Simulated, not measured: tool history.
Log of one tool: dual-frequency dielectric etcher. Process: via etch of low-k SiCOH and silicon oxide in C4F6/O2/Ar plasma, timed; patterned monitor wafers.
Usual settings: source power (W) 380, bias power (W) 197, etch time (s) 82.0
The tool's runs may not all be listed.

run   hour  source power (W)  bias power (W)  etch time (s)  read-back reference wafer on the same gauge, depth_nm  mean etch depth across the wafer (nm)
  1    0.0               380             197           99.5                                                  293.3                                  293.6
  2   34.4               380             197           82.0                                                  293.3                                  242.3
  3   79.3               380             197           82.0                                                  292.9                                  242.3
  4  119.6               380             182           82.0                                                  293.1                                  235.9
  5  158.9               380             182           82.0                                                  293.0                                  235.2
  6  228.0               340             197           82.0                                                  292.7                                  228.4
  7  289.8               340             197           82.0                                                  293.0                                  229.1
     325.9  -- gauge calibrated
  8  335.7               380             197           82.0                                                  292.9                                  242.4
  9  380.2               380             197           82.0                                                  293.0                                  242.0
     444.5  -- wet clean of the chamber
     448.1  -- upper electrode replaced, of another model than before
 10  448.6               350             197           62.5                                                  292.8                                  168.8
 11  471.8               350             197           62.5                                                  292.9                                  168.5
     504.8  -- bias power generator calibrated
 12  510.1               380             197           82.0                                                  293.1                                  237.0

Run 13 comes next. What will it give?
 13  547.5               450             197           69.0                                                      ?                                      ?

read-back reference wafer on the same gauge, depth_nm: 293.3
mean etch depth across the wafer (nm): 228.1
Without the tool's hidden state the same run would have given mean etch depth across the wafer (nm) 237.4.

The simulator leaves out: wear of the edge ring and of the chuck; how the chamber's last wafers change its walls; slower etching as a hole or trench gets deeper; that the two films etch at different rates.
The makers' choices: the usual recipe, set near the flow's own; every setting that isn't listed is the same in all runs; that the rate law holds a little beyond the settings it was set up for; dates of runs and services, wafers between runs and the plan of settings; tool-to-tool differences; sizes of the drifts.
